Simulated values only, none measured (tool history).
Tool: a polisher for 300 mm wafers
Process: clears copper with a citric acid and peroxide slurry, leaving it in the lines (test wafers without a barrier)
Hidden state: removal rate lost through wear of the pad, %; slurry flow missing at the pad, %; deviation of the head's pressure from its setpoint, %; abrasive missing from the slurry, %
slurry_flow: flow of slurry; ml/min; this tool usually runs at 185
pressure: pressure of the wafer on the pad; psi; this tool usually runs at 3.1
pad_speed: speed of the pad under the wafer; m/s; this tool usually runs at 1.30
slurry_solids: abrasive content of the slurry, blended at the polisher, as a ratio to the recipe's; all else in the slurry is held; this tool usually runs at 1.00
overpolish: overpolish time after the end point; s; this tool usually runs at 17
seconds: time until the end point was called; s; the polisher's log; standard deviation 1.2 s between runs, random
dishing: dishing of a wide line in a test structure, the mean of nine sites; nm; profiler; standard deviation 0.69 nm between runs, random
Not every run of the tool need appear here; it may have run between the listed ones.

run,hour,slurry_flow,pressure,pad_speed,slurry_solids,overpolish,wafers since the last listed run,wafers polished on this pad,hours since the slurry nozzle was cleaned,hours since the head pressure was calibrated,hours since the slurry blender was calibrated,"incoming thickness of the incoming film, nm",seconds,dishing
1,0.0,185,3.1,1.30,1.00,17,0,318,356.8,924.4,179.3,270.3,101.6,37.1
2,13.8,185,3.1,1.10,1.00,17,131,449,370.6,938.2,193.1,266.5,112.7,33.1
3,39.3,185,3.1,1.10,1.00,17,242,691,396.1,963.7,218.6,270.5,115.2,33.0
4,55.0,185,3.1,1.10,1.00,17,149,840,411.8,979.4,234.3,271.8,116.0,31.5
5,70.6,185,3.8,1.30,1.00,19,148,988,427.4,995.0,249.9,269.6,84.0,47.3
6,96.6,185,3.8,1.30,1.00,19,246,1235,453.4,1021.0,275.9,267.5,85.6,48.7
# hour 115.5: slurry blender recalibrated
7,127.1,185,3.8,1.30,1.00,19,270,1506,483.9,1051.5,11.6,272.1,85.8,45.9
8,147.1,185,3.1,1.30,0.75,17,189,1696,503.9,1071.5,31.6,269.8,109.2,33.7
9,183.0,185,2.7,1.30,1.00,17,340,2037,539.8,1107.4,67.5,267.8,111.2,32.2
10,211.5,185,2.7,1.30,1.00,17,270,2307,568.3,1135.9,96.0,269.3,115.9,32.2
# hour 215.7: worn pad replaced by a new one
11,245.9,185,3.1,1.30,1.00,17,288,286,602.7,1170.3,130.4,270.1,102.0,36.9
12,277.8,185,3.1,1.30,0.90,17,302,589,634.6,1202.2,162.3,269.8,103.8,35.0
13,317.8,205,3.1,0.86,1.25,14,379,969,674.6,1242.2,202.3,265.8,125.8,23.5
14,351.6,165,3.1,1.30,1.00,17,320,1290,708.4,1276.0,236.1,268.0,103.5,37.1
15,364.5,185,3.1,1.30,1.20,17,122,1412,721.3,1288.9,249.0,266.3,95.8,36.9
16,387.2,185,3.6,1.30,1.00,17,215,1628,744.0,1311.6,271.7,271.4,89.5,40.9
# hour 393.3: slurry blender recalibrated
# hour 404.0: worn pad replaced by a new one
17,407.0,185,3.1,1.30,1.00,17,131,28,763.8,1331.4,13.7,271.6,102.6,35.1
18,435.6,185,3.1,1.30,1.00,17,271,299,792.4,1360.0,42.3,267.3,100.2,36.7
19,466.2,185,3.8,1.30,1.00,19,290,590,823.0,1390.6,72.9,266.8,82.6,47.9
# hour 478.9: head pressure recalibrated
20,485.6,185,3.8,1.30,1.00,19,165,755,842.4,6.7,92.3,271.4,85.3,47.1
# hour 505.8: slurry nozzle cleaned
21,514.8,185,3.1,1.30,1.00,17,267,1023,9.0,35.9,121.5,275.9,103.2,37.6
22,533.3,185,2.8,1.30,1.00,21,175,1198,27.5,54.4,140.0,272.9,111.4,40.8
23,567.6,185,3.1,1.30,1.00,17,325,1524,61.8,88.7,174.3,270.4,103.4,36.9
# hour 655.4: worn pad replaced by a new one
24,669.0,185,3.1,1.66,0.75,9,924,129,163.2,190.1,275.7,264.1,87.4,24.1
# hour 743.4: slurry blender recalibrated
25,765.3,185,3.1,1.30,1.25,17,895,1024,259.5,286.4,21.9,273.6,96.7,38.3
26,799.6,240,3.8,1.52,1.00,24,325,1350,293.8,320.7,56.2,269.6,71.8,63.4
27,818.9,185,3.1,1.30,1.00,17,183,1533,313.1,340.0,75.5,271.7,101.6,36.8

Estimate the outcome of run 28 from the log above:
28,845.0,235,3.1,1.04,1.10,24,247,1781,339.2,366.1,101.6,268.6,?,?

seconds: 113.8 s
dishing: 43.3 nm
On a tool with no hidden condition, and with the same random variation, this run would have come out at seconds 113.8 s, dishing 43.3 nm.
